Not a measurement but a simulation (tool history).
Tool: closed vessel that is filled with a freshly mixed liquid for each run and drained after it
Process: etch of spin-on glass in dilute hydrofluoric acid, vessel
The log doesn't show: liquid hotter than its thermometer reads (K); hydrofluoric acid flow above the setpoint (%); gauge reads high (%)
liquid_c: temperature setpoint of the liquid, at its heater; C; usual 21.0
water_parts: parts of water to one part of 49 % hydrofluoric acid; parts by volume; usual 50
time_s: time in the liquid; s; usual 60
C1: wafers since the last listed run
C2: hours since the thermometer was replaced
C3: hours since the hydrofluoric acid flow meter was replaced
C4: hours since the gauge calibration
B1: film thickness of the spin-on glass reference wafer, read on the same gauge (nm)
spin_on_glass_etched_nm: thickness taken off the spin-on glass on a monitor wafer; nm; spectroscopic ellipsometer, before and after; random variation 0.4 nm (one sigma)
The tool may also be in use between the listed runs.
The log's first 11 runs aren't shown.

{"run": 12, "hour": 138.3, "liquid_c": 21.0, "water_parts": 35, "time_s": 60, "C1": 1945, "C2": 129.4, "C3": 2101.8, "C4": 100.6, "B1": 59.97, "spin_on_glass_etched_nm": 88.25}
{"run": 13, "hour": 152.4, "liquid_c": 19.0, "water_parts": 70, "time_s": 95, "C1": 1595, "C2": 143.5, "C3": 2115.9, "C4": 114.7, "B1": 60.01, "spin_on_glass_etched_nm": 61.63}
{"run": 14, "hour": 166.9, "liquid_c": 18.0, "water_parts": 50, "time_s": 60, "C1": 1640, "C2": 158.0, "C3": 2130.4, "C4": 129.2, "B1": 59.98, "spin_on_glass_etched_nm": 52.81}
{"run": 15, "hour": 183.3, "liquid_c": 21.0, "water_parts": 50, "time_s": 30, "C1": 1855, "C2": 174.4, "C3": 2146.8, "C4": 145.6, "B1": 59.99, "spin_on_glass_etched_nm": 30.3}
{"run": 16, "hour": 198.7, "liquid_c": 19.0, "water_parts": 50, "time_s": 45, "C1": 1742, "C2": 189.8, "C3": 2162.2, "C4": 161.0, "B1": 60.01, "spin_on_glass_etched_nm": 41.58}
{"run": 17, "hour": 209.1, "liquid_c": 21.0, "water_parts": 50, "time_s": 60, "C1": 1176, "C2": 200.2, "C3": 2172.6, "C4": 171.4, "B1": 60.0, "spin_on_glass_etched_nm": 59.89}
{"run": 18, "hour": 258.1, "liquid_c": 23.0, "water_parts": 50, "time_s": 80, "C1": 5543, "C2": 249.2, "C3": 2221.6, "C4": 220.4, "B1": 60.01, "spin_on_glass_etched_nm": 88.09}
{"run": 19, "hour": 271.3, "liquid_c": 21.0, "water_parts": 50, "time_s": 60, "C1": 1493, "C2": 262.4, "C3": 2234.8, "C4": 233.6, "B1": 60.02, "spin_on_glass_etched_nm": 60.19}
{"hour": 280.8, "done": "hydrofluoric acid flow meter replaced"}
{"run": 20, "hour": 288.3, "liquid_c": 19.5, "water_parts": 50, "time_s": 80, "C1": 1810, "C2": 279.4, "C3": 7.5, "C4": 250.6, "B1": 60.01, "spin_on_glass_etched_nm": 75.44}
{"run": 21, "hour": 294.7, "liquid_c": 22.5, "water_parts": 50, "time_s": 60, "C1": 724, "C2": 285.8, "C3": 13.9, "C4": 257.0, "B1": 59.99, "spin_on_glass_etched_nm": 65.29}
{"run": 22, "hour": 306.2, "liquid_c": 21.0, "water_parts": 60, "time_s": 60, "C1": 1301, "C2": 297.3, "C3": 25.4, "C4": 268.5, "B1": 60.0, "spin_on_glass_etched_nm": 49.77}
{"run": 23, "hour": 320.6, "liquid_c": 23.0, "water_parts": 30, "time_s": 60, "C1": 1629, "C2": 311.7, "C3": 39.8, "C4": 282.9, "B1": 59.97, "spin_on_glass_etched_nm": 111.66}
{"run": 24, "hour": 327.5, "liquid_c": 24.0, "water_parts": 65, "time_s": 70, "C1": 780, "C2": 318.6, "C3": 46.7, "C4": 289.8, "B1": 59.98, "spin_on_glass_etched_nm": 60.14}
{"run": 25, "hour": 338.5, "liquid_c": 18.5, "water_parts": 35, "time_s": 90, "C1": 1244, "C2": 329.6, "C3": 57.7, "C4": 300.8, "B1": 59.98, "spin_on_glass_etched_nm": 117.72}
{"run": 26, "hour": 354.2, "liquid_c": 25.0, "water_parts": 50, "time_s": 60, "C1": 1776, "C2": 345.3, "C3": 73.4, "C4": 316.5, "B1": 60.02, "spin_on_glass_etched_nm": 71.59}
{"run": 27, "hour": 366.1, "liquid_c": 21.0, "water_parts": 50, "time_s": 60, "C1": 1346, "C2": 357.2, "C3": 85.3, "C4": 328.4, "B1": 60.02, "spin_on_glass_etched_nm": 61.11}
{"run": 28, "hour": 373.9, "liquid_c": 21.0, "water_parts": 50, "time_s": 60, "C1": 882, "C2": 365.0, "C3": 93.1, "C4": 336.2, "B1": 59.99, "spin_on_glass_etched_nm": 60.41}
{"run": 29, "hour": 384.3, "liquid_c": 17.0, "water_parts": 75, "time_s": 30, "C1": 1176, "C2": 375.4, "C3": 103.5, "C4": 346.6, "B1": 59.96, "spin_on_glass_etched_nm": 16.54}
{"run": 30, "hour": 402.2, "liquid_c": 21.0, "water_parts": 60, "time_s": 75, "C1": 2025, "C2": 393.3, "C3": 121.4, "C4": 364.5, "B1": 60.0, "spin_on_glass_etched_nm": 62.18}
{"run": 31, "hour": 411.1, "liquid_c": 23.5, "water_parts": 60, "time_s": 60, "C1": 1006, "C2": 402.2, "C3": 130.3, "C4": 373.4, "B1": 60.0, "spin_on_glass_etched_nm": 54.88}
{"run": 32, "hour": 427.0, "liquid_c": 17.0, "water_parts": 35, "time_s": 90, "C1": 1798, "C2": 418.1, "C3": 146.2, "C4": 389.3, "B1": 60.0, "spin_on_glass_etched_nm": 110.14}
{"run": 33, "hour": 433.1, "liquid_c": 21.0, "water_parts": 50, "time_s": 60, "C1": 690, "C2": 424.2, "C3": 152.3, "C4": 395.4, "B1": 60.0, "spin_on_glass_etched_nm": 60.63}
{"run": 34, "hour": 448.5, "liquid_c": 21.0, "water_parts": 50, "time_s": 75, "C1": 1742, "C2": 439.6, "C3": 167.7, "C4": 410.8, "B1": 60.01, "spin_on_glass_etched_nm": 75.41}
{"run": 35, "hour": 455.9, "liquid_c": 21.0, "water_parts": 70, "time_s": 60, "C1": 837, "C2": 447.0, "C3": 175.1, "C4": 418.2, "B1": 60.01, "spin_on_glass_etched_nm": 42.25}

Forecast each of these 3 alternatives for the next run:
{"run": "A", "hour": 456.6, "liquid_c": 21.0, "water_parts": 50, "time_s": 60, "C1": 79, "C2": 447.7, "C3": 175.8, "C4": 418.9, "B1": "?", "spin_on_glass_etched_nm": "?"}
{"run": "B", "hour": 456.6, "liquid_c": 17.0, "water_parts": 70, "time_s": 40, "C1": 79, "C2": 447.7, "C3": 175.8, "C4": 418.9, "B1": "?", "spin_on_glass_etched_nm": "?"}
{"run": "C", "hour": 456.6, "liquid_c": 25.5, "water_parts": 50, "time_s": 60, "C1": 79, "C2": 447.7, "C3": 175.8, "C4": 418.9, "B1": "?", "spin_on_glass_etched_nm": "?"}

run=A B1=59.96 spin_on_glass_etched_nm=60.25
run=B B1=59.96 spin_on_glass_etched_nm=23.65
run=C B1=59.96 spin_on_glass_etched_nm=72.59
Without the tool's hidden state the same runs would have given:
run=A spin_on_glass_etched_nm=60.25
run=B spin_on_glass_etched_nm=23.65
run=C spin_on_glass_etched_nm=72.59
